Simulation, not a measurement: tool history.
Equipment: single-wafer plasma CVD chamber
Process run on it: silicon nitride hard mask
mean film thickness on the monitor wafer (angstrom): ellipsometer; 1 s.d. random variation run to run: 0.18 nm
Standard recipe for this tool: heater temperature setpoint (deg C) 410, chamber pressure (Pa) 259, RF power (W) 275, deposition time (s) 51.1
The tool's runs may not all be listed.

run	day	heater temperature setpoint (deg C)	chamber pressure (Pa)	RF power (W)	deposition time (s)	wafers since the last listed run	hours since the last thermocouple change	hours since the last RF generator calibration	hours since the last manometer calibration	hours since the showerhead was replaced	hours since the gauge calibration	read-back reference wafer on the same gauge, thickness_nm	mean film thickness on the monitor wafer (angstrom)
1	0	405	259	275	51.1	0	1860.9	1991.1	629.3	5775	1644.7	53.199	582.26
2	3.925	410	259	275	51.1	1516	1955.1	2085.3	723.5	5869.2	1738.9	53.194	584.42
3	7.721	410	259	275	51.1	1466	2046.2	2176.4	814.6	5960.3	1830	53.21	582.59
4	9.521	410	259	315	51.1	695	2089.4	2219.6	857.8	6003.5	1873.2	53.212	624.34
5	12.583	410	259	315	51.1	1183	2162.9	2293.1	931.3	6077	1946.7	53.215	621.57
6	16.983	410	233	275	51.1	1699	2268.5	2398.7	1036.9	6182.6	2052.3	53.166	566.46
7	19.367	410	233	275	51.1	920	2325.7	2455.9	1094.1	6239.8	2109.5	53.122	564.69
8	21.808	410	233	275	51.1	943	2384.3	2514.5	1152.7	6298.4	2168.1	53.219	565.36
# day 22.538: RF generator calibrated
9	25.9	410	259	300	51.1	1451	2482.5	80.7	1250.9	6396.6	2266.3	53.245	598.69
10	30.329	410	259	300	51.1	1711	2588.8	187	1357.2	6502.9	2372.6	53.209	594.49
11	34.262	410	259	240	51.1	1519	2683.2	281.4	1451.6	6597.3	2467	53.18	531.61
# day 36.312: showerhead replaced
12	38.25	410	241	275	44.9	1411	2778.9	377.1	1547.3	46.5	2562.7	53.171	486.28
13	41.825	410	235	275	47.2	1381	2864.7	462.9	1633.1	132.3	2648.5	53.14	508.63
# day 43.75: gauge calibrated
14	44.125	396	299	245	61.2	888	2919.9	518.1	1688.3	187.5	9	53.219	670.43
# day 45.429: RF generator calibrated, repeated, since the last time left the tool worse
# day 45.554: capacitance manometer re-zeroed and calibrated
15	47.125	416	201	240	45.7	981	2991.9	40.7	37.7	259.5	81	53.21	456.88
16	50.042	410	227	230	51.1	1126	3061.9	110.7	107.7	329.5	151	53.122	523.73
# day 52.562: thermocouple changed; heater temperature recalibrated
17	54.308	410	259	275	51.1	1519	41.9	213.1	210.1	431.9	253.4	53.221	593.47
18	56.312	410	259	275	51.1	774	90	261.2	258.2	480	301.5	53.24	592.78
19	59.479	410	259	325	51.1	1223	166	337.2	334.2	556	377.5	53.219	639
20	61.383	422	197	325	51.1	735	211.7	382.9	379.9	601.7	423.2	53.203	584.74
21	65.038	410	259	275	51.1	1411	299.4	470.6	467.6	689.4	510.9	53.197	587.72
22	68.842	410	241	275	44.9	1469	390.7	561.9	558.9	780.7	602.2	53.222	505.71
23	70.629	418	259	275	51.1	690	433.6	604.8	601.8	823.6	645.1	53.166	589.3
24	74.95	410	259	275	51.1	1669	537.3	708.5	705.5	927.3	748.8	53.243	586.21
25	76.733	410	259	275	51.1	688	580.1	751.3	748.3	970.1	791.6	53.182	587.64
26	81.15	410	259	295	59.8	1706	686.1	857.3	854.3	1076.1	897.6	53.175	711.17
27	83.071	410	259	275	51.1	742	732.2	903.4	900.4	1122.2	943.7	53.211	585.41
28	86.733	410	259	295	58.3	1414	820.1	991.3	988.3	1210.1	1031.6	53.202	688.34

Below are 4 alternative next runs, each starting from the tool's condition after run 28. Predict each:
A	86.75	400	259	275	51.1	6	820.5	991.7	988.7	1210.5	1032	?	?
B	86.75	396	259	310	43	6	820.5	991.7	988.7	1210.5	1032	?	?
C	86.75	410	209	235	59.1	6	820.5	991.7	988.7	1210.5	1032	?	?
D	86.75	422	259	255	51.1	6	820.5	991.7	988.7	1210.5	1032	?	?

run	read-back reference wafer on the same gauge, thickness_nm	mean film thickness on the monitor wafer (angstrom)
A	53.14	587.59
B	53.14	524.75
C	53.14	588.56
D	53.14	560.58
The same runs, with their run-to-run variation unchanged, on a tool lacking any hidden condition would have given:
run	mean film thickness on the monitor wafer (angstrom)
A	597.23
B	533.14
C	598.35
D	569.9
